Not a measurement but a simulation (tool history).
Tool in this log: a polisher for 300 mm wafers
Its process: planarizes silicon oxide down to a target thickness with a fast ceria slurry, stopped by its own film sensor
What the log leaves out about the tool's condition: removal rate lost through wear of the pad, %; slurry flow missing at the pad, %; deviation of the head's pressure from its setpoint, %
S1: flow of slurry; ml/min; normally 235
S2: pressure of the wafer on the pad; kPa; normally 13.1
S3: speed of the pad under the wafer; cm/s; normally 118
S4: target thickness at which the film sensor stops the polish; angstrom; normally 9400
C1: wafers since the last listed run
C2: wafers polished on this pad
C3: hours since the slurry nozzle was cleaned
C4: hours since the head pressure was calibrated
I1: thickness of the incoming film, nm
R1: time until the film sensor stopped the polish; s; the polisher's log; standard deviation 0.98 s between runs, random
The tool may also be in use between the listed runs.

run    hour   S1    S2   S3     S4    C1    C2     C3     C4      I1     R1
  1       0  235  13.1  118   8580     0   783  117.1  237.3  1766.3   85.1
  2      33  235  13.1   96   8150   208   992  150.1  270.3  1731.3  105.6
  3    76.3  235  13.1   96   8150   273  1265  193.4  313.6    1748  107.9
  4   131.7  215  13.1  118   9400   349  1615  248.8    369  1730.9   75.2
  5   202.1  215  13.1  118   9400   444  2060  319.2  439.4  1729.2   74.6
        211  -- worn pad replaced by a new one
      220.9  -- slurry nozzle cleaned
  6     286  215  13.1  118   9400   498   467   65.1  523.3  1698.8   70.3
  7   325.5  235  13.1   88   9400   249   716  104.6  562.8  1718.2   98.4
  8   351.4  235  13.1  118   9400   163   880  130.5  588.7  1768.7   78.7
  9   375.6  235  13.1  118   9400   152  1033  154.7  612.9  1742.7   73.5
      398.4  -- head pressure recalibrated
 10   405.3  235  13.1  118   9400   174  1208  184.4    6.9  1762.2   76.5
 11   429.9  235  13.1  108   9400   155  1363    209   31.5  1739.8   82.6
 12   487.3  235    11  118   9400   362  1726  266.4   88.9  1712.2   86.6
 13   519.8  235    11  118   9400   205  1931  298.9  121.4  1740.9   89.9
      545.5  -- slurry nozzle cleaned
 14   576.6  235    11  118   9400   352  2283   31.1  178.2  1726.6   89.7
      599.2  -- worn pad replaced by a new one
 15   606.8  235  13.1  118   9400   165    48   61.3  208.4  1737.8   71.8
 16   638.8  235  13.1  118   9400   202   250   93.3  240.4  1715.5   69.9
 17     676  235  13.1  118   9400   234   485  130.5  277.6    1706   71.2
 18   726.2  235  13.1  118   9400   317   802  180.7  327.8  1726.9   72.6
 19   757.5  235  13.1  118   9400   197  1000    212  359.1  1715.4     73
 20   785.6  235  13.1  118   9400   177  1177  240.1  387.2  1723.7   73.6
 21   825.2  235  13.1  118   8580   250  1427  279.7  426.8  1745.2   85.4
 22   880.9  255  13.1  146  10820   351  1779  335.4  482.5  1754.1   52.3
 23   908.5  235  13.1  118   9400   174  1953    363  510.1  1731.3   76.9
      923.7  -- worn pad replaced by a new one
      927.6  -- slurry nozzle cleaned
 24     966  215  13.1  118   9400   331   261   38.4  567.6  1718.3     71
      984.2  -- head pressure recalibrated
 25   999.8  300  13.1  118   9400   200   461   72.2   15.6  1739.6   72.9
 26  1043.8  285  11.7   84   9400   277   739  116.2   59.6  1711.2  112.2
 27  1248.4  235  15.9  118  11630  1292  2032  320.8  264.2  1728.2   44.2
     1289.5  -- worn pad replaced by a new one
 28  1297.9  235  13.1   86   9400   287    52  370.3  313.7  1727.1   96.2
     1299.9  -- slurry nozzle cleaned
 29  1353.8  235  13.1  118   9400   346   399   53.9  369.6    1706   70.1
 30  1406.8  235  11.7  138   9400   334   734  106.9  422.6  1735.4   70.8
 31  1460.3  190  13.1  144   9400   337  1072  160.4  476.1  1737.6   61.9
 32    1493  300  13.1   90   9400   206  1278  193.1  508.8  1743.1   98.1
     1539.4  -- head pressure recalibrated
 33  1547.1  235  15.2  134   8510   329  1608  247.2    7.7  1763.7   67.2
     1607.5  -- slurry nozzle cleaned
 34  1612.1  195  13.1   88   9400   404  2012    4.6   72.7  1732.3  103.5
     1626.8  -- worn pad replaced by a new one
 35  1682.5  235  15.2  118   7360   419   352     75  143.1    1709   76.9
 36  1735.5  235  13.1  118   9400   334   686    128  196.1  1722.8   71.7
 37  1785.7  235  13.1  118   9400   317  1004  178.2  246.3  1733.4   74.3

3 options for the next run, each taken on its own from the tool as it stands now. Forecast them:
  A  1786.1  235  17.9  118   9400   2  1006  178.6  246.7  1719.8   ?
  B  1786.1  235  15.9  118   7030   2  1006  178.6  246.7  1719.8   ?
  C  1786.1  235  13.1  118  10880   2  1006  178.6  246.7  1719.8   ?

run    R1
  A  54.1
  B  79.7
  C    60
With the hidden condition removed and each run's random variation left untouched, the same runs would have given:
run    R1
  A  50.3
  B  74.1
  C  55.8
